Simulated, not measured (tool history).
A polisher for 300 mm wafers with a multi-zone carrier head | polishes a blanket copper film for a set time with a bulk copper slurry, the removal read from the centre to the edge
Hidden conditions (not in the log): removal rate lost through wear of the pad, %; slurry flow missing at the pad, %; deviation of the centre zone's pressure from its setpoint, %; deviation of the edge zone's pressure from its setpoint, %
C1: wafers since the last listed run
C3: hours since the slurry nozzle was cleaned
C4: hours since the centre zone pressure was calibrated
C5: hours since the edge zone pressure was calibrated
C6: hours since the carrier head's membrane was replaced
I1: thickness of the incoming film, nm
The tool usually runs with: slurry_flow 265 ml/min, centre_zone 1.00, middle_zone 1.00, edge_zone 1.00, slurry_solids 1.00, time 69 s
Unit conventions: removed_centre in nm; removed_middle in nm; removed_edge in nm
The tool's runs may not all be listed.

run 1 hour=0.0 | slurry_flow=265 centre_zone=1.00 middle_zone=1.00 edge_zone=1.00 slurry_solids=1.00 time=69 | C1=0 wafers_polished_on_this_pad=456 C3=232.9 C4=669.0 C5=528.0 C6=1729.4 | I1=3629.5 | removed_centre=836.7 removed_middle=832.5 removed_edge=834.3
-- hour=0.8 worn pad replaced by a new one
run 2 hour=12.2 | slurry_flow=265 centre_zone=1.00 middle_zone=1.00 edge_zone=1.00 slurry_solids=1.00 time=69 | C1=140 wafers_polished_on_this_pad=140 C3=245.1 C4=681.2 C5=540.2 C6=1741.6 | I1=3620.5 | removed_centre=863.0 removed_middle=893.1 removed_edge=862.6
run 3 hour=19.8 | slurry_flow=265 centre_zone=1.00 middle_zone=1.00 edge_zone=1.00 slurry_solids=1.00 time=69 | C1=93 wafers_polished_on_this_pad=234 C3=252.7 C4=688.8 C5=547.8 C6=1749.2 | I1=3634.8 | removed_centre=856.6 removed_middle=879.2 removed_edge=849.5
run 4 hour=27.1 | slurry_flow=265 centre_zone=1.00 middle_zone=1.00 edge_zone=1.00 slurry_solids=1.00 time=69 | C1=90 wafers_polished_on_this_pad=324 C3=260.0 C4=696.1 C5=555.1 C6=1756.5 | I1=3685.8 | removed_centre=854.7 removed_middle=837.3 removed_edge=847.8
run 5 hour=34.5 | slurry_flow=265 centre_zone=1.00 middle_zone=1.00 edge_zone=1.00 slurry_solids=1.00 time=69 | C1=91 wafers_polished_on_this_pad=415 C3=267.4 C4=703.5 C5=562.5 C6=1763.9 | I1=3643.6 | removed_centre=851.7 removed_middle=843.4 removed_edge=846.8
run 6 hour=44.2 | slurry_flow=265 centre_zone=1.00 middle_zone=1.00 edge_zone=1.00 slurry_solids=1.00 time=69 | C1=119 wafers_polished_on_this_pad=535 C3=277.1 C4=713.2 C5=572.2 C6=1773.6 | I1=3614.7 | removed_centre=830.0 removed_middle=835.1 removed_edge=829.8
-- hour=52.2 worn pad replaced by a new one
run 7 hour=57.6 | slurry_flow=265 centre_zone=1.00 middle_zone=1.00 edge_zone=1.00 slurry_solids=1.00 time=69 | C1=115 wafers_polished_on_this_pad=66 C3=290.5 C4=726.6 C5=585.6 C6=1787.0 | I1=3643.7 | removed_centre=869.4 removed_middle=882.4 removed_edge=867.2
run 8 hour=74.0 | slurry_flow=265 centre_zone=1.00 middle_zone=1.00 edge_zone=1.00 slurry_solids=1.00 time=69 | C1=202 wafers_polished_on_this_pad=268 C3=306.9 C4=743.0 C5=602.0 C6=1803.4 | I1=3640.7 | removed_centre=868.9 removed_middle=863.8 removed_edge=861.5
-- hour=79.8 carrier head's membrane replaced by a new one
run 9 hour=88.3 | slurry_flow=265 centre_zone=1.11 middle_zone=0.95 edge_zone=1.00 slurry_solids=1.00 time=60 | C1=114 wafers_polished_on_this_pad=383 C3=321.2 C4=757.3 C5=616.3 C6=8.5 | I1=3690.5 | removed_centre=822.3 removed_middle=724.2 removed_edge=731.1
-- hour=95.2 worn pad replaced by a new one
run 10 hour=104.5 | slurry_flow=265 centre_zone=1.00 middle_zone=1.00 edge_zone=1.00 slurry_solids=1.00 time=87 | C1=150 wafers_polished_on_this_pad=114 C3=337.4 C4=773.5 C5=632.5 C6=24.7 | I1=3645.5 | removed_centre=1100.8 removed_middle=1121.7 removed_edge=1073.3
-- hour=111.3 centre zone pressure recalibrated
-- hour=114.6 slurry nozzle cleaned
run 11 hour=119.7 | slurry_flow=265 centre_zone=1.00 middle_zone=1.00 edge_zone=1.11 slurry_solids=1.00 time=69 | C1=150 wafers_polished_on_this_pad=264 C3=5.1 C4=8.4 C5=647.7 C6=39.9 | I1=3624.2 | removed_centre=891.3 removed_middle=878.5 removed_edge=924.8
-- hour=135.8 worn pad replaced by a new one
run 12 hour=136.5 | slurry_flow=350 centre_zone=1.00 middle_zone=1.00 edge_zone=1.05 slurry_solids=1.00 time=69 | C1=157 wafers_polished_on_this_pad=8 C3=21.9 C4=25.2 C5=664.5 C6=56.7 | I1=3624.9 | removed_centre=907.8 removed_middle=913.9 removed_edge=925.1
-- hour=138.6 edge zone pressure recalibrated
run 13 hour=151.7 | slurry_flow=265 centre_zone=1.00 middle_zone=1.00 edge_zone=1.00 slurry_solids=1.00 time=87 | C1=162 wafers_polished_on_this_pad=171 C3=37.1 C4=40.4 C5=13.1 C6=71.9 | I1=3594.9 | removed_centre=1115.0 removed_middle=1140.0 removed_edge=1098.5
run 14 hour=168.6 | slurry_flow=265 centre_zone=1.00 middle_zone=1.00 edge_zone=1.00 slurry_solids=1.00 time=69 | C1=208 wafers_polished_on_this_pad=380 C3=54.0 C4=57.3 C5=30.0 C6=88.8 | I1=3579.5 | removed_centre=873.3 removed_middle=872.4 removed_edge=857.7
-- hour=178.4 worn pad replaced by a new one
run 15 hour=185.4 | slurry_flow=265 centre_zone=1.00 middle_zone=1.00 edge_zone=1.00 slurry_solids=1.00 time=69 | C1=157 wafers_polished_on_this_pad=86 C3=70.8 C4=74.1 C5=46.8 C6=105.6 | I1=3597.5 | removed_centre=880.9 removed_middle=888.6 removed_edge=864.3
run 16 hour=201.6 | slurry_flow=265 centre_zone=0.91 middle_zone=1.00 edge_zone=1.00 slurry_solids=1.00 time=49 | C1=199 wafers_polished_on_this_pad=285 C3=87.0 C4=90.3 C5=63.0 C6=121.8 | I1=3659.5 | removed_centre=564.1 removed_middle=615.5 removed_edge=605.8

Here are 4 independent what-if runs from the current tool condition. What would each one return?
run A hour=202.0 | slurry_flow=265 centre_zone=1.00 middle_zone=1.00 edge_zone=1.00 slurry_solids=1.00 time=69 | C1=4 wafers_polished_on_this_pad=290 C3=87.4 C4=90.7 C5=63.4 C6=122.2 | I1=3578.9 | removed_centre=? removed_middle=? removed_edge=?
run B hour=202.0 | slurry_flow=265 centre_zone=1.00 middle_zone=0.91 edge_zone=1.00 slurry_solids=1.00 time=69 | C1=4 wafers_polished_on_this_pad=290 C3=87.4 C4=90.7 C5=63.4 C6=122.2 | I1=3578.9 | removed_centre=? removed_middle=? removed_edge=?
run C hour=202.0 | slurry_flow=265 centre_zone=1.00 middle_zone=1.00 edge_zone=1.00 slurry_solids=0.75 time=69 | C1=4 wafers_polished_on_this_pad=290 C3=87.4 C4=90.7 C5=63.4 C6=122.2 | I1=3578.9 | removed_centre=? removed_middle=? removed_edge=?
run D hour=202.0 | slurry_flow=265 centre_zone=0.93 middle_zone=1.00 edge_zone=1.00 slurry_solids=1.00 time=69 | C1=4 wafers_polished_on_this_pad=290 C3=87.4 C4=90.7 C5=63.4 C6=122.2 | I1=3578.9 | removed_centre=? removed_middle=? removed_edge=?

run=A removed_centre=871.1 removed_middle=882.8 removed_edge=842.6
run=B removed_centre=870.8 removed_middle=839.8 removed_edge=843.2
run=C removed_centre=806.0 removed_middle=816.8 removed_edge=779.6
run=D removed_centre=809.7 removed_middle=883.1 removed_edge=842.6
The same runs, with their run-to-run variation unchanged, on a tool lacking any hidden condition would have given:
run=A removed_centre=910.6 removed_middle=920.5 removed_edge=873.6
run=B removed_centre=910.2 removed_middle=875.7 removed_edge=874.3
run=C removed_centre=842.5 removed_middle=851.7 removed_edge=808.3
run=D removed_centre=846.3 removed_middle=920.9 removed_edge=873.6
